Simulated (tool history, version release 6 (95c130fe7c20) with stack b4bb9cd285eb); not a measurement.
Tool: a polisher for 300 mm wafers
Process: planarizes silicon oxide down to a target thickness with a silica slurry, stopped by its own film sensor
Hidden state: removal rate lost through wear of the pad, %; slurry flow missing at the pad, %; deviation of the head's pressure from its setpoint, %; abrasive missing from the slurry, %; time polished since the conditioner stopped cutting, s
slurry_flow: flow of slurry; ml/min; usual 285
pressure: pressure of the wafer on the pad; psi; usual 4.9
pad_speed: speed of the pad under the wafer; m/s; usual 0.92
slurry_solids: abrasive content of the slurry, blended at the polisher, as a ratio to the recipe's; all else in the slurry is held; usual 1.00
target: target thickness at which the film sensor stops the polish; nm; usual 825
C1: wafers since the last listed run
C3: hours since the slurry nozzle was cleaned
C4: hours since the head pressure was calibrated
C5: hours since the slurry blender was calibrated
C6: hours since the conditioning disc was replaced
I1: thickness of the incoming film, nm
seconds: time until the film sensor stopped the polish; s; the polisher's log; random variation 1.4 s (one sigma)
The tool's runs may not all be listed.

{"run": 1, "hour": 0.0, "slurry_flow": 285, "pressure": 6.2, "pad_speed": 0.92, "slurry_solids": 1.0, "target": 825, "C1": 0, "wafers polished on this pad": 474, "C3": 427.2, "C4": 383.0, "C5": 50.0, "C6": 397.3, "I1": 1189.5, "seconds": 107.9}
{"run": 2, "hour": 8.7, "slurry_flow": 285, "pressure": 6.2, "pad_speed": 0.92, "slurry_solids": 1.0, "target": 825, "C1": 70, "wafers polished on this pad": 544, "C3": 435.9, "C4": 391.7, "C5": 58.7, "C6": 406.0, "I1": 1189.3, "seconds": 109.3}
{"run": 3, "hour": 15.5, "slurry_flow": 285, "pressure": 4.9, "pad_speed": 1.1, "slurry_solids": 1.0, "target": 825, "C1": 55, "wafers polished on this pad": 599, "C3": 442.7, "C4": 398.5, "C5": 65.5, "C6": 412.8, "I1": 1169.1, "seconds": 114.1}
{"run": 4, "hour": 29.9, "slurry_flow": 285, "pressure": 4.9, "pad_speed": 1.1, "slurry_solids": 1.0, "target": 825, "C1": 116, "wafers polished on this pad": 716, "C3": 457.1, "C4": 412.9, "C5": 79.9, "C6": 427.2, "I1": 1197.2, "seconds": 125.9}
{"run": 5, "hour": 44.5, "slurry_flow": 285, "pressure": 4.9, "pad_speed": 1.1, "slurry_solids": 1.0, "target": 825, "C1": 118, "wafers polished on this pad": 834, "C3": 471.7, "C4": 427.5, "C5": 94.5, "C6": 441.8, "I1": 1182.8, "seconds": 126.0}
{"run": 6, "hour": 56.9, "slurry_flow": 285, "pressure": 4.9, "pad_speed": 0.92, "slurry_solids": 1.0, "target": 825, "C1": 100, "wafers polished on this pad": 935, "C3": 484.1, "C4": 439.9, "C5": 106.9, "C6": 454.2, "I1": 1194.2, "seconds": 150.7}
{"hour": 68.7, "done": "slurry blender recalibrated"}
{"run": 7, "hour": 70.6, "slurry_flow": 285, "pressure": 4.9, "pad_speed": 0.92, "slurry_solids": 1.0, "target": 825, "C1": 94, "wafers polished on this pad": 1029, "C3": 497.8, "C4": 453.6, "C5": 1.9, "C6": 467.9, "I1": 1202.0, "seconds": 123.1}
{"run": 8, "hour": 86.3, "slurry_flow": 285, "pressure": 4.9, "pad_speed": 0.92, "slurry_solids": 1.0, "target": 825, "C1": 127, "wafers polished on this pad": 1156, "C3": 513.5, "C4": 469.3, "C5": 17.6, "C6": 483.6, "I1": 1210.8, "seconds": 132.2}
{"run": 9, "hour": 96.7, "slurry_flow": 285, "pressure": 4.9, "pad_speed": 0.92, "slurry_solids": 1.0, "target": 825, "C1": 84, "wafers polished on this pad": 1241, "C3": 523.9, "C4": 479.7, "C5": 28.0, "C6": 494.0, "I1": 1175.0, "seconds": 121.7}
{"hour": 108.1, "done": "worn pad replaced by a new one"}
{"run": 10, "hour": 108.6, "slurry_flow": 285, "pressure": 4.9, "pad_speed": 0.92, "slurry_solids": 1.0, "target": 825, "C1": 63, "wafers polished on this pad": 3, "C3": 535.8, "C4": 491.6, "C5": 39.9, "C6": 505.9, "I1": 1198.0, "seconds": 135.3}
{"run": 11, "hour": 115.3, "slurry_flow": 285, "pressure": 4.9, "pad_speed": 0.92, "slurry_solids": 1.0, "target": 825, "C1": 54, "wafers polished on this pad": 58, "C3": 542.5, "C4": 498.3, "C5": 46.6, "C6": 512.6, "I1": 1202.0, "seconds": 138.6}
{"run": 12, "hour": 127.4, "slurry_flow": 285, "pressure": 4.9, "pad_speed": 0.92, "slurry_solids": 1.0, "target": 825, "C1": 97, "wafers polished on this pad": 156, "C3": 554.6, "C4": 510.4, "C5": 58.7, "C6": 524.7, "I1": 1192.8, "seconds": 137.5}
{"hour": 134.6, "done": "conditioning disc replaced and pad reconditioned"}
{"run": 13, "hour": 144.2, "slurry_flow": 285, "pressure": 4.9, "pad_speed": 1.1, "slurry_solids": 1.0, "target": 825, "C1": 119, "wafers polished on this pad": 275, "C3": 571.4, "C4": 527.2, "C5": 75.5, "C6": 9.6, "I1": 1193.6, "seconds": 125.7}
{"run": 14, "hour": 158.2, "slurry_flow": 285, "pressure": 3.7, "pad_speed": 0.92, "slurry_solids": 1.0, "target": 825, "C1": 113, "wafers polished on this pad": 389, "C3": 585.4, "C4": 541.2, "C5": 89.5, "C6": 23.6, "I1": 1215.6, "seconds": 197.6}
{"run": 15, "hour": 167.1, "slurry_flow": 285, "pressure": 4.9, "pad_speed": 0.84, "slurry_solids": 0.8, "target": 825, "C1": 72, "wafers polished on this pad": 461, "C3": 594.3, "C4": 550.1, "C5": 98.4, "C6": 32.5, "I1": 1214.3, "seconds": 187.4}
{"hour": 172.8, "done": "slurry nozzle cleaned"}
{"run": 16, "hour": 182.4, "slurry_flow": 335, "pressure": 4.5, "pad_speed": 0.92, "slurry_solids": 0.85, "target": 936, "C1": 115, "wafers polished on this pad": 577, "C3": 9.6, "C4": 565.4, "C5": 113.7, "C6": 47.8, "I1": 1196.5, "seconds": 124.2}
{"hour": 187.9, "done": "slurry blender recalibrated"}
{"run": 17, "hour": 199.6, "slurry_flow": 225, "pressure": 6.3, "pad_speed": 0.74, "slurry_solids": 1.0, "target": 866, "C1": 123, "wafers polished on this pad": 700, "C3": 26.8, "C4": 582.6, "C5": 11.7, "C6": 65.0, "I1": 1195.3, "seconds": 107.6}
{"run": 18, "hour": 213.0, "slurry_flow": 285, "pressure": 6.2, "pad_speed": 0.92, "slurry_solids": 1.0, "target": 825, "C1": 108, "wafers polished on this pad": 808, "C3": 40.2, "C4": 596.0, "C5": 25.1, "C6": 78.4, "I1": 1185.5, "seconds": 101.5}
{"run": 19, "hour": 228.8, "slurry_flow": 285, "pressure": 4.9, "pad_speed": 0.92, "slurry_solids": 1.0, "target": 825, "C1": 127, "wafers polished on this pad": 936, "C3": 56.0, "C4": 611.8, "C5": 40.9, "C6": 94.2, "I1": 1182.2, "seconds": 135.7}
{"hour": 234.9, "done": "head pressure recalibrated"}
{"run": 20, "hour": 238.1, "slurry_flow": 285, "pressure": 6.2, "pad_speed": 1.18, "slurry_solids": 1.0, "target": 951, "C1": 59, "wafers polished on this pad": 995, "C3": 65.3, "C4": 3.2, "C5": 50.2, "C6": 103.5, "I1": 1188.2, "seconds": 51.2}
{"run": 21, "hour": 248.3, "slurry_flow": 285, "pressure": 4.9, "pad_speed": 0.92, "slurry_solids": 1.0, "target": 825, "C1": 82, "wafers polished on this pad": 1078, "C3": 75.5, "C4": 13.4, "C5": 60.4, "C6": 113.7, "I1": 1171.9, "seconds": 119.1}
{"hour": 271.2, "done": "worn pad replaced by a new one"}
{"run": 22, "hour": 277.9, "slurry_flow": 195, "pressure": 6.1, "pad_speed": 0.92, "slurry_solids": 1.0, "target": 870, "C1": 207, "wafers polished on this pad": 54, "C3": 105.1, "C4": 43.0, "C5": 90.0, "C6": 143.3, "I1": 1198.3, "seconds": 98.1}
{"run": 23, "hour": 290.9, "slurry_flow": 285, "pressure": 4.9, "pad_speed": 0.92, "slurry_solids": 1.0, "target": 893, "C1": 105, "wafers polished on this pad": 159, "C3": 118.1, "C4": 56.0, "C5": 103.0, "C6": 156.3, "I1": 1196.4, "seconds": 106.7}

Run 24 comes next. What will it give?
{"run": 24, "hour": 304.0, "slurry_flow": 285, "pressure": 4.9, "pad_speed": 1.2, "slurry_solids": 1.0, "target": 825, "C1": 106, "wafers polished on this pad": 265, "C3": 131.2, "C4": 69.1, "C5": 116.1, "C6": 169.4, "I1": 1172.4, "seconds": "?"}

{"run 24": {"seconds": 100.9}}
Without the tool's hidden state the same run would have given seconds 81.7 s.
